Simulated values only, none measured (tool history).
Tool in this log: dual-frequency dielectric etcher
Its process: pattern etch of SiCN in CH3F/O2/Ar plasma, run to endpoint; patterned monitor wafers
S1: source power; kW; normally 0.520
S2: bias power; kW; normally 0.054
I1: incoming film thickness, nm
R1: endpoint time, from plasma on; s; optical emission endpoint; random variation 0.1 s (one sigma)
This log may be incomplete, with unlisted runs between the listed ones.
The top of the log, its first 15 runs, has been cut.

Run 16, hour 367.7: usual settings but S2 0.047 kW; I1 7.04. Result: R1 20.6 s.
Run 17, hour 388.8: usual settings but S1 0.420 kW, S2 0.067 kW; I1 7.08. Result: R1 19.0 s.
Run 18, hour 407.7: usual settings; I1 7.06. Result: R1 19.7 s.
Run 19, hour 422.0: usual settings but S1 0.450 kW, S2 0.058 kW; I1 7.10. Result: R1 20.2 s.
Run 20, hour 443.4: usual settings but S1 0.390 kW; I1 7.06. Result: R1 21.7 s.
Run 21, hour 466.5: usual settings; I1 7.13. Result: R1 20.1 s.
At hour 481.2: bias power generator calibrated.
Run 22, hour 481.7: usual settings but S1 0.600 kW; I1 7.17. Result: R1 19.1 s.
Run 23, hour 510.7: usual settings; I1 7.04. Result: R1 19.8 s.
At hour 540.1: wet clean of the chamber, repeated, since the last time left the tool worse.
Run 24, hour 541.9: usual settings but S1 0.640 kW; I1 7.11. Result: R1 17.4 s.
Run 25, hour 564.7: usual settings but S1 0.620 kW; I1 7.09. Result: R1 17.3 s.
Run 26, hour 577.8: usual settings; I1 7.13. Result: R1 18.6 s.
Run 27, hour 612.1: usual settings but S1 0.560 kW, S2 0.050 kW; I1 7.09. Result: R1 18.7 s.
Run 28, hour 637.0: usual settings but S1 0.630 kW; I1 7.11. Result: R1 17.4 s.
Run 29, hour 650.2: usual settings but S1 0.460 kW, S2 0.062 kW; I1 7.13. Result: R1 18.5 s.
Run 30, hour 725.8: usual settings but S1 0.560 kW; I1 7.09. Result: R1 18.5 s.
Run 31, hour 740.8: usual settings; I1 7.15. Result: R1 18.9 s.
Run 32, hour 771.8: usual settings; I1 7.01. Result: R1 18.6 s.
Run 33, hour 789.6: usual settings; I1 7.14. Result: R1 18.9 s.
Run 34, hour 806.0: usual settings but S1 0.460 kW; I1 7.08. Result: R1 19.6 s.
Run 35, hour 824.5: usual settings but S1 0.470 kW, S2 0.068 kW; I1 7.10. Result: R1 17.7 s.

Branching from run 35: 4 alternative next runs. What would each branch give?
Run A, hour 824.9: usual settings; I1 7.06. Result: R1 ?.
Run B, hour 824.9: usual settings but S1 0.590 kW, S2 0.066 kW; I1 7.06. Result: R1 ?.
Run C, hour 824.9: usual settings but S1 0.560 kW, S2 0.060 kW; I1 7.06. Result: R1 ?.
Run D, hour 824.9: usual settings but S1 0.640 kW, S2 0.041 kW; I1 7.06. Result: R1 ?.

run    R1
  A  18.7
  B  16.4
  C  17.4
  D  19.7
What these runs would have given with no unlogged condition in the tool:
run    R1
  A  18.4
  B  16.1
  C  17.1
  D  19.3

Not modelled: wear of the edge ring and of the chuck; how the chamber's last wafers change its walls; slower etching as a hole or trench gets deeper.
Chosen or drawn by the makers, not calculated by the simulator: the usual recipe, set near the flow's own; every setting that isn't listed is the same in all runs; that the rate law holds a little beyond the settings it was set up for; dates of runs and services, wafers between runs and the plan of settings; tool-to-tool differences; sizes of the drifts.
